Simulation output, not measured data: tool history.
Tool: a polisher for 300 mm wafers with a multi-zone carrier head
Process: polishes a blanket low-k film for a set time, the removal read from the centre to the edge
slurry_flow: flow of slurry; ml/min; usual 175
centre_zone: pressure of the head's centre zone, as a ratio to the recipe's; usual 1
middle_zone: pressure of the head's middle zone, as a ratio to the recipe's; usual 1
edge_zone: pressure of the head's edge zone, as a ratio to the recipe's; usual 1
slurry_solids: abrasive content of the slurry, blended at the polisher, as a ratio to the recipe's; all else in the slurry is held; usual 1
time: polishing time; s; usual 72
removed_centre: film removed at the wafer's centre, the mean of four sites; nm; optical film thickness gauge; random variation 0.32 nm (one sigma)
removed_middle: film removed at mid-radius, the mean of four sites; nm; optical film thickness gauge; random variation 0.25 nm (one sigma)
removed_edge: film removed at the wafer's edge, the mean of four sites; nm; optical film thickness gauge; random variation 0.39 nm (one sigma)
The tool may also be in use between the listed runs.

run,hour,slurry_flow,centre_zone,middle_zone,edge_zone,slurry_solids,time,"incoming thickness of the incoming film, nm",removed_centre,removed_middle,removed_edge
1,0,175,1,1.08,0.96,1,72,579,29.4,31.1,30.2
2,82.3,175,1,1.08,0.96,1,72,586.2,29,30.5,29.9
3,172.9,175,1,1.08,0.96,1,72,575.3,28.9,30.5,29
4,253.4,175,1,1,1,1,72,586.9,29,28.2,28.7
# hour 257.8: centre zone pressure recalibrated
5,311.7,175,1,1,1,1,72,578.8,28.3,28.2,29.6
# hour 350.5: slurry nozzle cleaned
# hour 386.9: edge zone pressure recalibrated
6,397.1,175,1,1,1,1,72,584.7,29.1,28.3,28.9
# hour 412.6: worn pad replaced by a new one
7,438.9,175,1,1,1,1,50,580.6,20.9,20.2,21
8,544.8,175,1.08,0.92,1,0.8,72,579.2,28.5,23.7,26.6
9,630.2,175,1,1,1,0.85,72,585.2,26.8,25.9,26.5
10,699.8,175,1,1,1,1,72,586,29.2,27.8,28.9
# hour 730.5: carrier head's membrane replaced by a new one
11,749.1,175,1,1,1,1,72,574,28.5,28.4,28.7
# hour 789.1: centre zone pressure recalibrated
12,801.8,130,1,0.93,1,1,96,575.8,36.4,33.2,38.1
13,850.3,175,1,1,1.06,1,47,589.6,19,18.1,19.6
14,933.3,140,1.11,1.08,1.06,1,72,589.2,30.3,28.4,28.5
15,978.6,175,1,1,1,1,72,582.8,28.2,28.2,29.3
16,1055,175,1,1,1,1,72,570.5,29,28.4,29
# hour 1066.1: worn pad replaced by a new one
17,1157.9,175,0.9,0.95,1,1,72,580.7,26.4,27.7,29.7
# hour 1164.3: edge zone pressure recalibrated
18,1259.1,175,1,1,1,1.1,94,582.7,39.5,39.2,40.3
# hour 1266.9: slurry nozzle cleaned
19,1353.5,175,1,1,0.9,1,88,590.5,35.7,34.6,33.5
20,1436.3,175,0.89,1.12,1,1,72,574.1,25.8,30.6,29.7
# hour 1445.4: centre zone pressure recalibrated
21,1543,175,1,1,1.04,0.7,72,580.5,23.5,22.8,23.5

Forecast each of these 4 alternatives for the next run:
A,1543.4,175,1,1,1,1,72,570.6,?,?,?
B,1543.4,175,1,1,1,1,60,570.6,?,?,?
C,1543.4,175,1,1,1.09,1,72,570.6,?,?,?
D,1543.4,175,1,1,1,1.2,72,570.6,?,?,?

run,removed_centre,removed_middle,removed_edge
A,28.6,27.8,29
B,23.9,23.2,24.2
C,28.6,27.8,30
D,31.2,30.2,31.5
Without the tool's hidden state the same runs would have given:
run,removed_centre,removed_middle,removed_edge
A,30.3,29.4,30.7
B,25.3,24.5,25.6
C,30.3,29.4,31.8
D,33,32,33.4

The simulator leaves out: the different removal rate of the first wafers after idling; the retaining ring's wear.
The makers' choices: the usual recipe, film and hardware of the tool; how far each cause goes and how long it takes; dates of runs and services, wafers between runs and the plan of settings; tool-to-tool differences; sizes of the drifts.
